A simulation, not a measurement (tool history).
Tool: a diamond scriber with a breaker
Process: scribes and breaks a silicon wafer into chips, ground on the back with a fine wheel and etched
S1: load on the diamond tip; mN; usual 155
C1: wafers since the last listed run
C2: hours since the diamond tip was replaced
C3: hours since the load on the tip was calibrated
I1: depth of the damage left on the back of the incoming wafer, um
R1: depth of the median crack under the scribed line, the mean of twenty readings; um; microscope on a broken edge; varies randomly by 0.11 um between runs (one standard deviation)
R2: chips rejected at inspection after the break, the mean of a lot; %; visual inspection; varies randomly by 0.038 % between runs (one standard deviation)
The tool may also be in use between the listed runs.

run,hour,S1,C1,C2,C3,I1,R1,R2
1,0.0,131,0,642.1,298.0,0.77,9.45,2.29
2,77.9,131,172,720.0,375.9,0.51,9.46,2.30
3,122.5,131,98,764.6,420.5,0.72,9.65,2.24
4,191.5,155,152,833.6,489.5,0.74,10.55,1.19
5,241.4,155,110,883.5,539.4,0.61,10.35,1.26
6,340.3,155,218,982.4,638.3,0.62,10.55,1.11
# hour 362.4: diamond tip replaced by a new one
7,418.9,155,169,56.5,716.9,0.45,10.45,1.14
8,493.3,155,164,130.9,791.3,0.79,10.67,1.20
9,589.6,171,213,227.2,887.6,0.56,10.95,1.58
10,644.6,171,121,282.2,942.6,0.38,11.18,1.48
11,924.5,171,619,562.1,1222.5,0.62,11.00,1.58
12,1017.7,155,206,655.3,1315.7,0.66,10.50,1.14
13,1118.5,155,223,756.1,1416.5,0.71,10.58,1.21
14,1191.7,155,162,829.3,1489.7,0.54,10.48,1.21
# hour 1216.3: diamond tip replaced by a new one
15,1248.7,196,121,32.4,1546.7,0.42,12.03,3.44
16,1344.7,128,212,128.4,1642.7,0.63,9.60,2.58
17,1442.6,155,216,226.3,1740.6,0.55,10.54,1.27
# hour 1711.0: load on the tip recalibrated
18,1761.8,195,702,545.5,50.8,0.71,11.91,3.41
19,1801.5,155,87,585.2,90.5,0.71,10.32,1.24
20,1898.2,115,214,681.9,187.2,0.50,8.96,4.65
21,1983.4,168,188,767.1,272.4,0.78,10.98,1.47
22,2053.6,139,155,837.3,342.6,0.69,9.93,1.68
# hour 2091.6: diamond tip replaced by a new one
23,2114.0,117,129,22.4,403.0,0.72,9.03,4.23
24,2177.4,185,140,85.8,466.4,0.55,11.63,2.57
25,2279.0,155,224,187.4,568.0,0.35,10.48,1.16
26,2340.5,169,136,248.9,629.5,0.79,11.04,1.47
27,2411.8,200,157,320.2,700.8,0.42,11.89,3.98
28,2479.1,198,149,387.5,768.1,0.41,12.10,3.61

Hidden state at the last listed run before each entry between runs and at the first one after, where it differs:
Logged between run 6 and run 7: diamond tip replaced by a new one (hour 362.4)
  both runs share identical hidden conditions
Logged between run 14 and run 15: diamond tip replaced by a new one (hour 1216.3)
  both runs share identical hidden conditions
Logged between run 17 and run 18: load on the tip recalibrated (hour 1711.0)
  both runs share identical hidden conditions
Logged between run 22 and run 23: diamond tip replaced by a new one (hour 2091.6)
  both runs share identical hidden conditions
